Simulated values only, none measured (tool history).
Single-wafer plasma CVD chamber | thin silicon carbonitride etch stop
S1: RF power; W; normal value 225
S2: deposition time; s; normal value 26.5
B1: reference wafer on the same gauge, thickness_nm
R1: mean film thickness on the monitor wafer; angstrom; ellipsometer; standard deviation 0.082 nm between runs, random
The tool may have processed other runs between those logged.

run	hour	S1	S2	B1	R1
1	0	225	26.5	17.893	160.86
2	24.4	225	29.8	17.915	179.79
3	53.7	225	29.8	17.891	180.91
4	216.5	260	26.5	17.906	166.12
5	264.4	260	26.5	17.916	167.13
6	308.5	260	26.5	17.898	167.37
7	345.6	225	26.5	17.904	159.54
# hour 375.4: RF generator calibrated
8	375.9	225	26.5	17.9	162.15
9	419	225	26.5	17.893	162.03
10	488.3	225	26.5	17.905	161.41
11	523.4	225	26.5	17.897	159.65
12	578.1	225	26.5	17.894	160.78
# hour 592.2: gauge calibrated
13	646.3	225	26.5	17.898	158.83
14	700.7	225	26.5	17.866	160.85
15	733.6	225	26.5	17.909	160.95
16	798.3	225	26.5	17.869	161.94
17	838.4	225	26.5	17.914	158.91
18	878.2	245	29.4	17.881	184.27
19	942.5	245	29.7	17.9	184.43
20	1010.3	245	22.2	17.865	137.73
21	1060.1	190	28.4	17.902	165.93
22	1102	225	26.5	17.906	159.59
23	1166.1	195	26.5	17.876	156.64
24	1230.5	190	24.6	17.915	142.4
25	1276.7	205	30.7	17.885	182.55
# hour 1295.9: thermocouple changed; heater temperature recalibrated
# hour 1301.5: showerhead replaced
# hour 1319.4: RF generator calibrated
26	1443.6	225	24.7	17.903	150.26
27	1484.3	225	26.5	17.9	158.99
28	1552.4	225	26.5	17.89	160.48
29	1589.1	205	30.7	17.938	182.06
30	1630.6	225	26.5	17.92	161.1
31	1698.9	240	21.5	17.883	132.68
32	1753.1	225	26.5	17.868	160.67
33	1798.6	265	26.5	17.931	167.49
34	1846.4	185	26.5	17.923	153.24

What will run 35 give?
35	1885.6	225	29.1	?	?

{"run 35": {"B1": 17.872, "R1": 176.88}}
Had the tool carried no hidden state, the very same run would have given R1 176.88 angstrom.
